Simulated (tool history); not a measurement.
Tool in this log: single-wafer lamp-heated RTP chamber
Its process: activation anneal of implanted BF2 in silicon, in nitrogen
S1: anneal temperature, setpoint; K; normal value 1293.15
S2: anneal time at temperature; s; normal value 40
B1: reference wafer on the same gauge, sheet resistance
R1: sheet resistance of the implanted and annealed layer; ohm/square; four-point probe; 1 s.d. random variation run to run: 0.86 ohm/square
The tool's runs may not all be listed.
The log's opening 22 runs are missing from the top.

{"run": 23, "hour": 1774.1, "S1": 1311.15, "S2": 52, "B1": 164.96, "R1": 136.15}
{"run": 24, "hour": 1822.7, "S1": 1293.15, "S2": 40, "B1": 165.1, "R1": 157.21}
{"run": 25, "hour": 1917.2, "S1": 1293.15, "S2": 40, "B1": 165.11, "R1": 156.86}
{"run": 26, "hour": 1958.7, "S1": 1274.15, "S2": 47, "B1": 164.9, "R1": 174.86}
{"run": 27, "hour": 1998.4, "S1": 1284.15, "S2": 33, "B1": 164.99, "R1": 173.2}
{"hour": 2060.4, "done": "pyrometer window cleaned and pyrometer calibrated"}
{"run": 28, "hour": 2065.7, "S1": 1314.15, "S2": 58, "B1": 164.97, "R1": 126.19}
{"run": 29, "hour": 2139.9, "S1": 1293.15, "S2": 40, "B1": 165.01, "R1": 155.08}
{"run": 30, "hour": 2202.0, "S1": 1293.15, "S2": 40, "B1": 165.01, "R1": 152.66}
{"hour": 2218.2, "done": "reflector plate cleaned"}
{"run": 31, "hour": 2485.8, "S1": 1293.15, "S2": 52, "B1": 164.96, "R1": 151.1}
{"hour": 2539.0, "done": "pyrometer window cleaned and pyrometer calibrated"}
{"run": 32, "hour": 2539.5, "S1": 1293.15, "S2": 49, "B1": 165.04, "R1": 155.01}
{"run": 33, "hour": 2627.8, "S1": 1293.15, "S2": 40, "B1": 165.07, "R1": 159.33}
{"run": 34, "hour": 2692.3, "S1": 1302.15, "S2": 51, "B1": 164.98, "R1": 144.15}

Forecast each of these 4 alternatives for the next run:
{"run": "A", "hour": 2692.7, "S1": 1293.15, "S2": 40, "B1": "?", "R1": "?"}
{"run": "B", "hour": 2692.7, "S1": 1272.15, "S2": 19, "B1": "?", "R1": "?"}
{"run": "C", "hour": 2692.7, "S1": 1311.15, "S2": 53, "B1": "?", "R1": "?"}
{"run": "D", "hour": 2692.7, "S1": 1310.15, "S2": 27, "B1": "?", "R1": "?"}

run=A B1=164.92 R1=159.56
run=B B1=164.92 R1=245.62
run=C B1=164.92 R1=135.39
run=D B1=164.92 R1=158.4
What these runs would have given with no unlogged condition in the tool:
run=A R1=165.81
run=B R1=262
run=C R1=139.91
run=D R1=163.66

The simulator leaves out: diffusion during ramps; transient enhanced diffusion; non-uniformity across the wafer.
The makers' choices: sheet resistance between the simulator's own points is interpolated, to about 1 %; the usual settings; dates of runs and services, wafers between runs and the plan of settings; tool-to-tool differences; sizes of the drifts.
